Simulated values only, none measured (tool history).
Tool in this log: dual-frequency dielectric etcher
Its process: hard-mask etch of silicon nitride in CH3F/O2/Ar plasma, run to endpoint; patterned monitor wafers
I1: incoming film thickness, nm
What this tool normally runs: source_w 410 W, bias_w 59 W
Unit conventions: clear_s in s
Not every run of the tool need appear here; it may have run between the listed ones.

run 1 hour=0 | source_w=340 bias_w=59 | I1=29.21 | clear_s=42.9
-- hour=93.7 wet clean of the chamber
run 2 hour=94.2 | source_w=340 bias_w=59 | I1=29.23 | clear_s=44.5
run 3 hour=160.5 | source_w=370 bias_w=59 | I1=29.06 | clear_s=42.4
run 4 hour=225.4 | source_w=410 bias_w=59 | I1=29.64 | clear_s=41.3
run 5 hour=299.6 | source_w=410 bias_w=59 | I1=29.28 | clear_s=40.9
run 6 hour=436.4 | source_w=410 bias_w=59 | I1=29.01 | clear_s=40.1
run 7 hour=519.3 | source_w=460 bias_w=59 | I1=29.27 | clear_s=38.4
run 8 hour=587.9 | source_w=460 bias_w=59 | I1=29.5 | clear_s=38.9
-- hour=631.6 wet clean of the chamber
run 9 hour=634.9 | source_w=460 bias_w=59 | I1=28.99 | clear_s=37.7
run 10 hour=737.1 | source_w=410 bias_w=59 | I1=29.37 | clear_s=39.3
run 11 hour=850.2 | source_w=410 bias_w=70 | I1=29.16 | clear_s=35.7
run 12 hour=918.6 | source_w=350 bias_w=64 | I1=29.08 | clear_s=39.3
-- hour=965.6 wet clean of the chamber, repeated, since the last time left the tool worse
run 13 hour=966.8 | source_w=410 bias_w=59 | I1=29.14 | clear_s=41.3
run 14 hour=1062.9 | source_w=410 bias_w=59 | I1=28.97 | clear_s=40.1
-- hour=1093.8 source power generator calibrated
-- hour=1162.3 upper electrode replaced
run 15 hour=1162.8 | source_w=410 bias_w=64 | I1=29.36 | clear_s=39.4
-- hour=1218.6 bias power generator calibrated
run 16 hour=1231.2 | source_w=510 bias_w=72 | I1=29.08 | clear_s=34.3
run 17 hour=1275.6 | source_w=410 bias_w=59 | I1=29.21 | clear_s=40.4
run 18 hour=1373.7 | source_w=480 bias_w=65 | I1=28.83 | clear_s=35.9
run 19 hour=1455.6 | source_w=490 bias_w=63 | I1=28.9 | clear_s=36
-- hour=1525.8 wet clean of the chamber
run 20 hour=1531.9 | source_w=410 bias_w=54 | I1=29.48 | clear_s=42.9

Give the tool's hidden conditions for every run:
source power that arrives over what is set, %: 0, the same for each run
bias power that arrives over what is set, %: 0, the same for each run
H1: etch rate over this chamber's usual, %
run=1 H1=2.36
run=2 H1=0.182
run=3 H1=0.577
run=4 H1=0.965
run=5 H1=1.41
run=6 H1=2.22
run=7 H1=2.72
run=8 H1=3.13
run=9 H1=4.92
run=10 H1=5.53
run=11 H1=6.2
run=12 H1=6.61
run=13 H1=0.105
run=14 H1=0.678
run=15 H1=1.27
run=16 H1=1.68
run=17 H1=1.95
run=18 H1=2.53
run=19 H1=3.02
run=20 H1=-0.141
